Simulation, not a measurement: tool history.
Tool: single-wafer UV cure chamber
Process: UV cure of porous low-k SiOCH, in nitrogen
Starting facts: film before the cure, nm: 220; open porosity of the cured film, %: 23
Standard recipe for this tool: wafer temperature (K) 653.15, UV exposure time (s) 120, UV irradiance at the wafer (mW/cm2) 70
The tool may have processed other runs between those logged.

run   hour  wafer temperature (K)  UV exposure time (s)  UV irradiance at the wafer (mW/cm2)  wafers since the last listed run  hours since the UV bulbs were replaced  wafers since the quartz window was cleaned  loss of film thickness in the cure (%)
  1      0                 653.15                   145                                   84                                 0                                  2216.7                                          50                                   7.854
  2   18.2                 653.15                    75                                   70                               121                                  2234.9                                         171                                   4.508
  3   29.1                 653.15                    75                                   70                                72                                  2245.8                                         243                                   4.562
  4   39.7                 653.15                   120                                   70                                70                                  2256.4                                         314                                   6.269
  5   57.1                 653.15                   120                                   70                               115                                  2273.8                                         430                                   6.313
  6   74.7                 653.15                   120                                   70                               117                                  2291.4                                         547                                   6.359
  7   90.5                 653.15                   120                                   70                               105                                  2307.2                                         652                                   6.222
  8  107.2                 653.15                   120                                   70                               111                                  2323.9                                         763                                   6.301
  9  123.4                 653.15                   120                                   70                               107                                  2340.1                                         871                                    6.09
 10  132.6                 653.15                   120                                   70                                61                                  2349.3                                         932                                    6.26
     151.9  -- UV bulbs replaced
 11  152.4                 653.15                   120                                   70                                78                                     0.5                                        1010                                   8.307
 12  154.3                 653.15                   120                                   70                                12                                     2.4                                        1023                                   8.509
     193.3  -- quartz window cleaned
 13  195.2                 653.15                   120                                   70                               218                                    43.3                                          12                                   8.453
 14    204                 653.15                   120                                   70                                58                                    52.1                                          71                                   8.335
 15    212                 653.15                   120                                  100                                53                                    60.1                                         124                                   9.837
 16  229.5                 663.15                   120                                   47                               116                                    77.6                                         241                                   6.717
 17  245.3                 653.15                   120                                   40                               105                                    93.4                                         346                                    6.03
 18  254.6                 653.15                   145                                   84                                61                                   102.7                                         408                                  10.114
 19  264.3                 653.15                   120                                   58                                64                                   112.4                                         472                                   7.547
 20  273.8                 653.15                   120                                   70                                63                                   121.9                                         535                                   8.518
 21  281.1                 653.15                   180                                   99                                48                                   129.2                                         584                                  11.923
 22  290.2                 660.15                   160                                   88                                60                                   138.3                                         644                                  10.827
 23  307.5                 637.15                   120                                   80                               115                                   155.6                                         760                                   8.541
 24  315.9                 665.15                   100                                   96                                55                                     164                                         815                                   8.967
 25  322.9                 653.15                    75                                   70                                46                                     171                                         862                                   6.297
 26  339.9                 659.15                   120                                   97                               113                                     188                                         975                                   9.708
 27    357                 653.15                   120                                   70                               113                                   205.1                                        1089                                   8.219
 28  372.4                 653.15                   185                                  109                               102                                   220.5                                        1191                                   12.46
 29  382.5                 646.15                   150                                   70                                67                                   230.6                                        1258                                    9.01

Measured less the same run without the tool's hidden state. The same run-to-run variation is in both; the gauge's scatter may not be:
Hidden conditions of the tool in this case: lamp output below its setpoint, %; transmission lost against a clean window, %.
run  loss of film thickness in the cure (%)
  1                                  -2.097
  2                                  -1.763
  3                                  -1.799
  4                                  -2.041
  5                                  -2.081
  6                                  -2.122
  7                                  -2.099
  8                                   -2.15
  9                                  -2.103
 10                                  -2.175
 11                                  -0.009
 12                                  -0.011
 13                                  -0.042
 14                                  -0.048
 15                                  -0.055
 16                                  -0.062
 17                                  -0.072
 18                                  -0.091
 19                                  -0.092
 20                                  -0.104
 21                                  -0.116
 22                                   -0.12
 23                                  -0.128
 24                                  -0.134
 25                                  -0.128
 26                                  -0.155
 27                                  -0.165
 28                                  -0.196
 29                                  -0.187
